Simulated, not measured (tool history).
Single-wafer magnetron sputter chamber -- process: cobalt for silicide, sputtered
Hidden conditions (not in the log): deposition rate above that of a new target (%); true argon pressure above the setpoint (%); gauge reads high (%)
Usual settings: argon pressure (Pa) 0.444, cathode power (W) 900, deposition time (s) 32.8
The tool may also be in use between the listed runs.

run,hour,argon pressure (Pa),cathode power (W),deposition time (s),wafers since the last listed run,wafers on the sputter target,hours since the last manometer calibration,hours since the magnet pack was replaced,hours since the gauge calibration,"read-back reference wafer on the same gauge, thickness_nm",mean film thickness on the monitor wafer (nm)
1,0.0,0.444,900,32.8,0,1557,638.4,3370.2,917.1,13.502,15.341
2,55.8,0.444,900,32.8,1442,2999,694.2,3426.0,972.9,13.504,15.267
# hour 86.2: gauge calibrated
3,156.3,0.444,800,32.8,2597,5597,794.7,3526.5,70.1,13.492,13.530
# hour 277.1: sputter target and shields replaced
4,283.2,0.444,800,32.8,3072,158,921.6,3653.4,197.0,13.495,13.851
5,320.9,0.444,800,32.8,974,1132,959.3,3691.1,234.7,13.505,13.748
6,361.8,0.444,1000,32.8,1057,2189,1000.2,3732.0,275.6,13.501,16.807
7,422.6,0.444,900,32.8,1571,3760,1061.0,3792.8,336.4,13.503,15.209
8,500.7,0.444,900,32.8,2018,5779,1139.1,3870.9,414.5,13.499,15.073
9,550.9,0.444,900,32.8,1297,7076,1189.3,3921.1,464.7,13.493,14.949
# hour 609.7: sputter target and shields replaced
10,610.2,0.326,900,32.8,1325,13,1248.6,3980.4,524.0,13.493,16.146
11,697.8,0.326,900,32.8,2263,2277,1336.2,4068.0,611.6,13.499,15.838
12,781.6,0.326,900,32.8,2165,4443,1420.0,4151.8,695.4,13.492,15.667
13,833.8,0.444,750,32.8,1349,5792,1472.2,4204.0,747.6,13.502,12.663
14,884.7,0.444,900,32.8,1315,7107,1523.1,4254.9,798.5,13.495,14.958
15,963.3,0.444,900,28.1,2031,9139,1601.7,4333.5,877.1,13.495,12.770
# hour 999.3: gauge calibrated
# hour 1005.3: sputter target and shields replaced
16,1052.0,0.444,900,32.8,2085,1208,1690.4,4422.2,52.7,13.497,15.250
# hour 1090.3: magnet pack replaced
17,1124.8,0.302,800,32.8,1674,2882,1763.2,34.5,125.5,13.501,14.250
18,1165.8,0.287,1100,35.2,1059,3942,1804.2,75.5,166.5,13.506,20.704
19,1229.8,0.444,900,32.8,1654,5596,1868.2,139.5,230.5,13.501,14.908
# hour 1282.8: capacitance manometer re-zeroed and calibrated
20,1321.4,0.444,900,36.8,2160,7757,38.6,231.1,322.1,13.502,17.039
21,1370.6,0.444,750,32.8,1271,9028,87.8,280.3,371.3,13.503,12.832
# hour 1384.6: sputter target and shields replaced
22,1424.6,0.444,800,32.8,1188,1033,141.8,334.3,425.3,13.507,13.760
23,1504.3,0.286,1100,34.7,2059,3093,221.5,414.0,505.0,13.504,20.515
24,1602.9,0.444,700,32.8,2548,5641,320.1,512.6,603.6,13.502,12.003
25,1663.0,0.493,950,37.2,1553,7195,380.2,572.7,663.7,13.495,17.666
26,1711.9,0.546,700,32.8,1263,8459,429.1,621.6,712.6,13.496,11.554
# hour 1796.7: sputter target and shields replaced
27,1809.2,0.444,1050,30.8,2307,322,526.4,718.9,809.9,13.503,16.839

Below are 5 alternative next runs, each starting from the tool's condition after run 27. Predict each:
A,1809.6,0.392,900,32.8,10,332,526.8,719.3,810.3,?,?
B,1809.6,0.318,850,28.8,10,332,526.8,719.3,810.3,?,?
C,1809.6,0.604,850,37.1,10,332,526.8,719.3,810.3,?,?
D,1809.6,0.547,750,37.7,10,332,526.8,719.3,810.3,?,?
E,1809.6,0.524,850,29.9,10,332,526.8,719.3,810.3,?,?

run,"read-back reference wafer on the same gauge, thickness_nm",mean film thickness on the monitor wafer (nm)
A,13.496,15.746
B,13.496,13.440
C,13.496,15.743
D,13.496,14.516
E,13.496,13.025
Take away the tool's hidden state, keep each run's random variation, and the runs would have read:
run,mean film thickness on the monitor wafer (nm)
A,15.926
B,13.574
C,15.986
D,14.725
E,13.207
